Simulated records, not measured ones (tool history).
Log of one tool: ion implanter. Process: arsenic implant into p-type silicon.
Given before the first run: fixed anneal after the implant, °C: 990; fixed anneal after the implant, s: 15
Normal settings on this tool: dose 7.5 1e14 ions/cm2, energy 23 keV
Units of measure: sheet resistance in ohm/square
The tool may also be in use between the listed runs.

| run | hour | dose | energy | wafers since the last listed run | hours since the last dose calibration | hours since the extraction supply was calibrated | hours since the gauge calibration | read-back reference wafer on the same gauge, sheet resistance | sheet resistance |
|---|---|---|---|---|---|---|---|---|---|
| 1 | 0 | 9.13 | 18 | 0 | 1112.3 | 4870.7 | 46.2 | 140.09 | 164.77 |
| 2 | 6.6 | 7.5 | 23 | 116 | 1118.9 | 4877.3 | 52.8 | 139.95 | 170.72 |
| 3 | 16.6 | 7.5 | 23 | 176 | 1128.9 | 4887.3 | 62.8 | 140 | 171.21 |
| 4 | 32.1 | 7.5 | 26.5 | 274 | 1144.4 | 4902.8 | 78.3 | 139.87 | 164.62 |
| 5 | 47.3 | 7.5 | 26.5 | 269 | 1159.6 | 4918 | 93.5 | 139.91 | 165.1 |
| 6 | 63.7 | 7.5 | 26.5 | 290 | 1176 | 4934.4 | 109.9 | 140.1 | 164.36 |
| 7 | 70.9 | 7.5 | 23 | 127 | 1183.2 | 4941.6 | 117.1 | 140 | 170.74 |
| 8 | 100.1 | 9.09 | 23 | 516 | 1212.4 | 4970.8 | 146.3 | 140.03 | 153.15 |
| 9 | 122.4 | 9.09 | 23 | 394 | 1234.7 | 4993.1 | 168.6 | 140.01 | 153.17 |
| 10 | 134.3 | 7.5 | 23 | 210 | 1246.6 | 5005 | 180.5 | 140.01 | 170.34 |
| 11 | 143.8 | 7.5 | 23 | 168 | 1256.1 | 5014.5 | 190 | 140.06 | 170.81 |
| 12 | 155 | 7.5 | 23 | 198 | 1267.3 | 5025.7 | 201.2 | 139.98 | 170.76 |
| 13 | 161.6 | 8.25 | 23 | 116 | 1273.9 | 5032.3 | 207.8 | 139.93 | 161.2 |
| 14 | 173.3 | 8.25 | 23 | 207 | 1285.6 | 5044 | 219.5 | 139.98 | 161.54 |
| 15 | 217.2 | 7.5 | 23 | 776 | 1329.5 | 5087.9 | 263.4 | 139.91 | 170.78 |
|  | 234.5 | Faraday cup replaced and dose calibrated |
| 16 | 235 | 7.5 | 23 | 173 | 0.5 | 5105.7 | 281.2 | 140 | 174.96 |
| 17 | 244 | 6.45 | 23 | 159 | 9.5 | 5114.7 | 290.2 | 139.99 | 192.69 |
| 18 | 253.3 | 6.45 | 23 | 164 | 18.8 | 5124 | 299.5 | 139.97 | 192.41 |
| 19 | 266.5 | 7.5 | 23 | 233 | 32 | 5137.2 | 312.7 | 140.01 | 174.45 |
|  | 274.7 | gauge calibrated |
| 20 | 275.7 | 9.75 | 16.5 | 162 | 41.2 | 5146.4 | 1 | 139.98 | 167.09 |
|  | 287.8 | extraction supply calibrated |
| 21 | 288.2 | 7.5 | 23 | 79 | 53.7 | 0.4 | 13.5 | 140.13 | 174.54 |
| 22 | 298.5 | 5.87 | 17.5 | 182 | 64 | 10.7 | 23.8 | 140 | 213.98 |
| 23 | 305.8 | 9.36 | 16 | 129 | 71.3 | 18 | 31.1 | 140.01 | 171.46 |
| 24 | 321.2 | 5.9 | 20.5 | 272 | 86.7 | 33.4 | 46.5 | 140.07 | 207.88 |
| 25 | 328.4 | 7.5 | 23 | 127 | 93.9 | 40.6 | 53.7 | 140.08 | 174.59 |
| 26 | 344.5 | 6.02 | 28.5 | 284 | 110 | 56.7 | 69.8 | 140 | 193.31 |
| 27 | 352.9 | 9.5 | 17 | 148 | 118.4 | 65.1 | 78.2 | 140.03 | 167.13 |
| 28 | 365.2 | 7.5 | 23 | 217 | 130.7 | 77.4 | 90.5 | 140.02 | 174.33 |
| 29 | 382 | 7.5 | 23 | 297 | 147.5 | 94.2 | 107.3 | 140.03 | 173.84 |
| 30 | 392.2 | 7.5 | 23 | 180 | 157.7 | 104.4 | 117.5 | 139.98 | 173.6 |
| 31 | 404.8 | 7.5 | 27 | 223 | 170.3 | 117 | 130.1 | 140.09 | 167.27 |
| 32 | 422.2 | 7.5 | 23 | 307 | 187.7 | 134.4 | 147.5 | 139.98 | 173.24 |
| 33 | 439.3 | 5.83 | 23 | 302 | 204.8 | 151.5 | 164.6 | 140 | 203.66 |
| 34 | 456 | 7.5 | 30 | 295 | 221.5 | 168.2 | 181.3 | 140 | 162.66 |
| 35 | 473.3 | 5.29 | 20 | 306 | 238.8 | 185.5 | 198.6 | 139.99 | 223.33 |
| 36 | 490.6 | 5.41 | 27 | 306 | 256.1 | 202.8 | 215.9 | 140.05 | 209.77 |

Below are 3 alternative next runs, each starting from the tool's condition after run 36. Predict each:
| A | 491 | 5.82 | 23 | 7 | 256.5 | 203.2 | 216.3 | ? | ? |
| B | 491 | 6.58 | 18.5 | 7 | 256.5 | 203.2 | 216.3 | ? | ? |
| C | 491 | 9.22 | 23 | 7 | 256.5 | 203.2 | 216.3 | ? | ? |

| run | read-back reference wafer on the same gauge, sheet resistance | sheet resistance |
|---|---|---|
| A | 139.91 | 204.4 |
| B | 139.91 | 196.59 |
| C | 139.91 | 154.12 |
What these runs would have given with no unlogged condition in the tool:
| run | sheet resistance |
|---|---|
| A | 205.95 |
| B | 197.89 |
| C | 155.02 |
